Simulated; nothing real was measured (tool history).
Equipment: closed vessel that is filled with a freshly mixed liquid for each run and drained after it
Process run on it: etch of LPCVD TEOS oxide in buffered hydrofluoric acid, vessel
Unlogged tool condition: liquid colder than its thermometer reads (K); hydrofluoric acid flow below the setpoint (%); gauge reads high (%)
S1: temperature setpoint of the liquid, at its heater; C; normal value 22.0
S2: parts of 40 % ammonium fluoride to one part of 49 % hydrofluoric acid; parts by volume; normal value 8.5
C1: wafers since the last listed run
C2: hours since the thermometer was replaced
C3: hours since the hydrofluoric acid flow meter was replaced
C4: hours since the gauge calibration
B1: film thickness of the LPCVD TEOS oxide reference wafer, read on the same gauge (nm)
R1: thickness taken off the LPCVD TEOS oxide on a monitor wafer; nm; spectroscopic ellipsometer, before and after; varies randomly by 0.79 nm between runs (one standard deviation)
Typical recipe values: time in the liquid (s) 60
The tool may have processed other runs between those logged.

{"run": 1, "hour": 0.0, "S1": 22.0, "S2": 8.5, "time in the liquid (s)": 70, "C1": 0, "C2": 1419.0, "C3": 545.6, "C4": 542.0, "B1": 70.23, "R1": 279.79}
{"run": 2, "hour": 54.5, "S1": 22.0, "S2": 8.5, "time in the liquid (s)": 70, "C1": 7676, "C2": 1473.5, "C3": 600.1, "C4": 596.5, "B1": 70.36, "R1": 280.07}
{"run": 3, "hour": 91.2, "S1": 22.0, "S2": 8.5, "time in the liquid (s)": 70, "C1": 5169, "C2": 1510.2, "C3": 636.8, "C4": 633.2, "B1": 70.47, "R1": 281.85}
{"run": 4, "hour": 124.4, "S1": 22.0, "S2": 8.5, "time in the liquid (s)": 60, "C1": 4676, "C2": 1543.4, "C3": 670.0, "C4": 666.4, "B1": 70.57, "R1": 241.85}
{"run": 5, "hour": 155.8, "S1": 22.0, "S2": 8.5, "time in the liquid (s)": 60, "C1": 4422, "C2": 1574.8, "C3": 701.4, "C4": 697.8, "B1": 70.67, "R1": 243.19}
{"run": 6, "hour": 205.2, "S1": 22.0, "S2": 7.0, "time in the liquid (s)": 60, "C1": 6957, "C2": 1624.2, "C3": 750.8, "C4": 747.2, "B1": 70.83, "R1": 297.92}
{"run": 7, "hour": 244.0, "S1": 22.0, "S2": 7.0, "time in the liquid (s)": 60, "C1": 5464, "C2": 1663.0, "C3": 789.6, "C4": 786.0, "B1": 70.99, "R1": 301.02}
{"run": 8, "hour": 312.6, "S1": 22.0, "S2": 7.0, "time in the liquid (s)": 60, "C1": 9662, "C2": 1731.6, "C3": 858.2, "C4": 854.6, "B1": 71.25, "R1": 301.3}
{"run": 9, "hour": 351.6, "S1": 22.0, "S2": 8.5, "time in the liquid (s)": 60, "C1": 5493, "C2": 1770.6, "C3": 897.2, "C4": 893.6, "B1": 71.42, "R1": 244.73}
{"run": 10, "hour": 377.3, "S1": 22.0, "S2": 8.5, "time in the liquid (s)": 60, "C1": 3619, "C2": 1796.3, "C3": 922.9, "C4": 919.3, "B1": 71.55, "R1": 243.89}
{"hour": 395.3, "done": "gauge calibrated"}
{"hour": 404.4, "done": "thermometer replaced"}
{"run": 11, "hour": 433.0, "S1": 24.0, "S2": 11.5, "time in the liquid (s)": 50, "C1": 7704, "C2": 28.6, "C3": 978.6, "C4": 37.7, "B1": 69.89, "R1": 169.8}
{"run": 12, "hour": 463.5, "S1": 22.0, "S2": 8.5, "time in the liquid (s)": 60, "C1": 4295, "C2": 59.1, "C3": 1009.1, "C4": 68.2, "B1": 69.91, "R1": 239.43}
{"run": 13, "hour": 494.9, "S1": 20.5, "S2": 11.5, "time in the liquid (s)": 90, "C1": 4422, "C2": 90.5, "C3": 1040.5, "C4": 99.6, "B1": 69.92, "R1": 256.2}
{"run": 14, "hour": 521.3, "S1": 22.0, "S2": 9.5, "time in the liquid (s)": 75, "C1": 3718, "C2": 116.9, "C3": 1066.9, "C4": 126.0, "B1": 69.95, "R1": 270.93}
{"hour": 642.6, "done": "hydrofluoric acid flow meter replaced"}
{"run": 15, "hour": 643.3, "S1": 18.5, "S2": 7.5, "time in the liquid (s)": 90, "C1": 17042, "C2": 238.9, "C3": 0.7, "C4": 248.0, "B1": 70.03, "R1": 338.56}
{"run": 16, "hour": 695.0, "S1": 26.0, "S2": 8.5, "time in the liquid (s)": 60, "C1": 7281, "C2": 290.6, "C3": 52.4, "C4": 299.7, "B1": 70.12, "R1": 297.93}
{"run": 17, "hour": 731.7, "S1": 26.5, "S2": 10.0, "time in the liquid (s)": 60, "C1": 5169, "C2": 327.3, "C3": 89.1, "C4": 336.4, "B1": 70.18, "R1": 270.57}
{"run": 18, "hour": 775.7, "S1": 22.0, "S2": 7.0, "time in the liquid (s)": 60, "C1": 6197, "C2": 371.3, "C3": 133.1, "C4": 380.4, "B1": 70.24, "R1": 298.25}
{"run": 19, "hour": 879.6, "S1": 24.5, "S2": 12.0, "time in the liquid (s)": 45, "C1": 14634, "C2": 475.2, "C3": 237.0, "C4": 484.3, "B1": 70.46, "R1": 152.6}
{"run": 20, "hour": 906.2, "S1": 24.0, "S2": 11.5, "time in the liquid (s)": 50, "C1": 3746, "C2": 501.8, "C3": 263.6, "C4": 510.9, "B1": 70.52, "R1": 173.36}
{"run": 21, "hour": 949.5, "S1": 18.0, "S2": 6.5, "time in the liquid (s)": 90, "C1": 6098, "C2": 545.1, "C3": 306.9, "C4": 554.2, "B1": 70.62, "R1": 381.84}

Take each entry between the runs: how does the hidden state at the last listed run before it differ from the hidden state at the first listed run after it?
From run 10 to run 11: gauge calibrated (hour 395.3); thermometer replaced (hour 404.4)
  gauge reads high (%): 2.19 -> -0.142
  measured value less the no-hidden-state value, R1: +5.23 -> -0.24 nm
From run 14 to run 15: hydrofluoric acid flow meter replaced (hour 642.6)
  gauge reads high (%): -0.0927 -> 0.0628
  measured value less the no-hidden-state value, R1: -0.25 -> +0.21 nm
